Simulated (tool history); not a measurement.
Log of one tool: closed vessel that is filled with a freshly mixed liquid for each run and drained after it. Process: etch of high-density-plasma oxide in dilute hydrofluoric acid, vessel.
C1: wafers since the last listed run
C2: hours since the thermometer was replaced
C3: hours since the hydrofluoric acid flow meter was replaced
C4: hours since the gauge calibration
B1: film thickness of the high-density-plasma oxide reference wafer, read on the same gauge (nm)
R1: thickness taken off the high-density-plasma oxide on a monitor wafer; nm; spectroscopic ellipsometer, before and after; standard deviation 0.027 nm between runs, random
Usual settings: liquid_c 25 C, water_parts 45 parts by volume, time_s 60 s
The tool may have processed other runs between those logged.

run 1 hour=0 | liquid_c=25 water_parts=45 time_s=60 | C1=0 C2=929.6 C3=344.6 C4=1023.7 | B1=50.03 | R1=7.39
run 2 hour=24.8 | liquid_c=25 water_parts=45 time_s=70 | C1=1608 C2=954.4 C3=369.4 C4=1048.5 | B1=50 | R1=8.52
run 3 hour=74 | liquid_c=25 water_parts=45 time_s=70 | C1=3190 C2=1003.6 C3=418.6 C4=1097.7 | B1=49.99 | R1=8.58
run 4 hour=113 | liquid_c=25 water_parts=45 time_s=60 | C1=2529 C2=1042.6 C3=457.6 C4=1136.7 | B1=50 | R1=7.34
run 5 hour=169.4 | liquid_c=25 water_parts=45 time_s=60 | C1=3657 C2=1099 C3=514 C4=1193.1 | B1=50.01 | R1=7.36
run 6 hour=234.3 | liquid_c=25 water_parts=45 time_s=60 | C1=4209 C2=1163.9 C3=578.9 C4=1258 | B1=49.99 | R1=7.34
run 7 hour=262.1 | liquid_c=25 water_parts=55 time_s=70 | C1=1803 C2=1191.7 C3=606.7 C4=1285.8 | B1=49.96 | R1=6.82
-- hour=284 hydrofluoric acid flow meter replaced
run 8 hour=297.8 | liquid_c=25 water_parts=55 time_s=70 | C1=2250 C2=1227.4 C3=13.8 C4=1321.5 | B1=49.99 | R1=7
run 9 hour=357.7 | liquid_c=25 water_parts=45 time_s=60 | C1=3884 C2=1287.3 C3=73.7 C4=1381.4 | B1=49.98 | R1=7.46
run 10 hour=394.9 | liquid_c=25 water_parts=45 time_s=60 | C1=2412 C2=1324.5 C3=110.9 C4=1418.6 | B1=49.99 | R1=7.45
run 11 hour=423.6 | liquid_c=25 water_parts=45 time_s=60 | C1=1861 C2=1353.2 C3=139.6 C4=1447.3 | B1=50.01 | R1=7.47
-- hour=435.1 thermometer replaced
run 12 hour=463.5 | liquid_c=25 water_parts=45 time_s=60 | C1=2522 C2=28.4 C3=179.5 C4=1487.2 | B1=50.01 | R1=7.41
run 13 hour=501.7 | liquid_c=25 water_parts=45 time_s=60 | C1=2477 C2=66.6 C3=217.7 C4=1525.4 | B1=50.01 | R1=7.4
-- hour=567.8 gauge calibrated
run 14 hour=570.1 | liquid_c=25 water_parts=45 time_s=60 | C1=4436 C2=135 C3=286.1 C4=2.3 | B1=50.02 | R1=7.37
run 15 hour=623.5 | liquid_c=20 water_parts=65 time_s=60 | C1=3463 C2=188.4 C3=339.5 C4=55.7 | B1=50 | R1=4.05
run 16 hour=656.9 | liquid_c=28.5 water_parts=50 time_s=60 | C1=2166 C2=221.8 C3=372.9 C4=89.1 | B1=49.97 | R1=7.63
run 17 hour=714.9 | liquid_c=25 water_parts=45 time_s=60 | C1=3761 C2=279.8 C3=430.9 C4=147.1 | B1=50 | R1=7.32
run 18 hour=781.9 | liquid_c=25 water_parts=35 time_s=90 | C1=4345 C2=346.8 C3=497.9 C4=214.1 | B1=49.99 | R1=14.4
run 19 hour=809.9 | liquid_c=25 water_parts=35 time_s=45 | C1=1815 C2=374.8 C3=525.9 C4=242.1 | B1=50.01 | R1=7.21
run 20 hour=855.2 | liquid_c=25 water_parts=45 time_s=30 | C1=2937 C2=420.1 C3=571.2 C4=287.4 | B1=49.98 | R1=3.69
run 21 hour=892.4 | liquid_c=22 water_parts=45 time_s=60 | C1=2412 C2=457.3 C3=608.4 C4=324.6 | B1=50 | R1=6.49
-- hour=937.8 hydrofluoric acid flow meter replaced
run 22 hour=939.1 | liquid_c=25 water_parts=45 time_s=50 | C1=2963 C2=504 C3=1.3 C4=371.3 | B1=50.01 | R1=6.21
run 23 hour=986.5 | liquid_c=25 water_parts=45 time_s=60 | C1=3074 C2=551.4 C3=48.7 C4=418.7 | B1=50 | R1=7.42
run 24 hour=1026.2 | liquid_c=25 water_parts=45 time_s=60 | C1=2574 C2=591.1 C3=88.4 C4=458.4 | B1=49.99 | R1=7.5
run 25 hour=1079.7 | liquid_c=25 water_parts=45 time_s=60 | C1=3469 C2=644.6 C3=141.9 C4=511.9 | B1=49.99 | R1=7.46
run 26 hour=1113.9 | liquid_c=25 water_parts=45 time_s=60 | C1=2218 C2=678.8 C3=176.1 C4=546.1 | B1=50 | R1=7.42
run 27 hour=1173.2 | liquid_c=26.5 water_parts=40 time_s=80 | C1=3845 C2=738.1 C3=235.4 C4=605.4 | B1=49.99 | R1=11.97
run 28 hour=1215.4 | liquid_c=25 water_parts=45 time_s=60 | C1=2736 C2=780.3 C3=277.6 C4=647.6 | B1=50.02 | R1=7.43
run 29 hour=1279.5 | liquid_c=20.5 water_parts=30 time_s=90 | C1=4157 C2=844.4 C3=341.7 C4=711.7 | B1=50 | R1=14.16
run 30 hour=1413.9 | liquid_c=25 water_parts=45 time_s=90 | C1=8716 C2=978.8 C3=476.1 C4=846.1 | B1=49.99 | R1=11.02
run 31 hour=1469.5 | liquid_c=23.5 water_parts=45 time_s=40 | C1=3606 C2=1034.4 C3=531.7 C4=901.7 | B1=50.02 | R1=4.61
run 32 hour=1499 | liquid_c=27 water_parts=35 time_s=60 | C1=1913 C2=1063.9 C3=561.2 C4=931.2 | B1=49.98 | R1=10.34

Forecast each of these 4 alternatives for the next run:
run A hour=1499.7 | liquid_c=25 water_parts=45 time_s=60 | C1=45 C2=1064.6 C3=561.9 C4=931.9 | B1=? | R1=?
run B hour=1499.7 | liquid_c=22.5 water_parts=45 time_s=35 | C1=45 C2=1064.6 C3=561.9 C4=931.9 | B1=? | R1=?
run C hour=1499.7 | liquid_c=25 water_parts=45 time_s=45 | C1=45 C2=1064.6 C3=561.9 C4=931.9 | B1=? | R1=?
run D hour=1499.7 | liquid_c=27.5 water_parts=25 time_s=70 | C1=45 C2=1064.6 C3=561.9 C4=931.9 | B1=? | R1=?

run=A B1=50.02 R1=7.34
run=B B1=50.02 R1=3.86
run=C B1=50.02 R1=5.51
run=D B1=50.02 R1=17.58
With the hidden condition removed and each run's random variation left untouched, the same runs would have given:
run=A R1=7.49
run=B R1=3.94
run=C R1=5.61
run=D R1=17.92
